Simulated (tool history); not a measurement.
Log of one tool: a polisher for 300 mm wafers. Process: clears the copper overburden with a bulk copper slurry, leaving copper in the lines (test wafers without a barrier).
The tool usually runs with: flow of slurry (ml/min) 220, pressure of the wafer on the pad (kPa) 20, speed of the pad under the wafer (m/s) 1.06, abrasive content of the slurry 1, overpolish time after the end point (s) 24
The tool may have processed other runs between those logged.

| run | hour | flow of slurry (ml/min) | pressure of the wafer on the pad (kPa) | speed of the pad under the wafer (m/s) | abrasive content of the slurry | overpolish time after the end point (s) | incoming thickness of the incoming film, nm | time until the end point was called (s) | dishing of a wide line in a test structure (nm) |
|---|---|---|---|---|---|---|---|---|---|
| 1 | 0 | 220 | 20 | 1.06 | 1 | 24 | 911 | 93.4 | 99.5 |
|  | 7.2 | slurry blender recalibrated |
|  | 43.5 | worn pad replaced by a new one |
| 2 | 103.9 | 220 | 22.8 | 1.06 | 1 | 24 | 895.3 | 82.5 | 111.2 |
|  | 145.5 | slurry nozzle cleaned |
| 3 | 152 | 240 | 20 | 1.06 | 0.8 | 24 | 893.3 | 99.1 | 96.2 |
|  | 181.1 | slurry blender recalibrated |
|  | 216.1 | worn pad replaced by a new one |
| 4 | 216.6 | 220 | 20 | 1.06 | 1 | 24 | 897 | 94 | 95.1 |
| 5 | 268.5 | 220 | 20 | 1.06 | 1 | 24 | 903.1 | 97.8 | 102.6 |
| 6 | 306.7 | 220 | 20 | 1.06 | 1 | 24 | 902 | 96.1 | 102.2 |
|  | 365.4 | head pressure recalibrated |
|  | 382.3 | slurry blender recalibrated |
|  | 385.2 | worn pad replaced by a new one, of another model than before |
| 7 | 405.4 | 220 | 20 | 1.06 | 1 | 24 | 915.3 | 85.4 | 106.9 |
| 8 | 464 | 220 | 20 | 1.06 | 1 | 24 | 913.9 | 84.8 | 108.8 |
| 9 | 517.8 | 220 | 20 | 0.8 | 1 | 24 | 898.9 | 115.4 | 91 |
| 10 | 561.4 | 220 | 20 | 1.06 | 1 | 24 | 882.5 | 84.7 | 104.6 |
|  | 568.1 | slurry blender recalibrated |
|  | 597.7 | slurry nozzle cleaned |
|  | 599.8 | worn pad replaced by a new one |
| 11 | 636.6 | 220 | 20 | 1.06 | 1.15 | 24 | 906.3 | 86.1 | 101.1 |
| 12 | 682.7 | 220 | 20 | 1.06 | 1 | 24 | 908.6 | 87 | 104.9 |
|  | 743.7 | slurry blender recalibrated |
| 13 | 783 | 290 | 20 | 1.06 | 1 | 31 | 912 | 87.2 | 119.2 |
|  | 822.5 | worn pad replaced by a new one |
| 14 | 869.7 | 220 | 13.8 | 1.06 | 1 | 24 | 905.9 | 111 | 88.8 |
| 15 | 909.1 | 265 | 20 | 1.06 | 0.9 | 28 | 891.6 | 88.3 | 109.2 |
|  | 960.5 | slurry blender recalibrated |
| 16 | 974.2 | 255 | 20 | 1.06 | 1 | 15 | 893.4 | 88.5 | 78.2 |

Consider 4 possible next runs. They are alternatives, not a sequence: every one starts from the tool as it was left by run 16. What does each give?
| A | 974.7 | 220 | 20 | 1.06 | 1 | 24 | 888.7 | ? | ? |
| B | 974.7 | 150 | 20 | 1.06 | 1 | 24 | 888.7 | ? | ? |
| C | 974.7 | 220 | 22.1 | 1.18 | 1 | 15 | 888.7 | ? | ? |
| D | 974.7 | 220 | 20 | 1.06 | 1 | 20 | 888.7 | ? | ? |

| run | time until the end point was called (s) | dishing of a wide line in a test structure (nm) |
|---|---|---|
| A | 90.5 | 103.9 |
| B | 93.7 | 102.2 |
| C | 76 | 89.8 |
| D | 90.5 | 94.8 |
With no hidden state in the tool, these same runs would have given:
| run | time until the end point was called (s) | dishing of a wide line in a test structure (nm) |
|---|---|---|
| A | 87.8 | 105.9 |
| B | 90.9 | 104.2 |
| C | 73.7 | 91.8 |
| D | 87.8 | 96.8 |
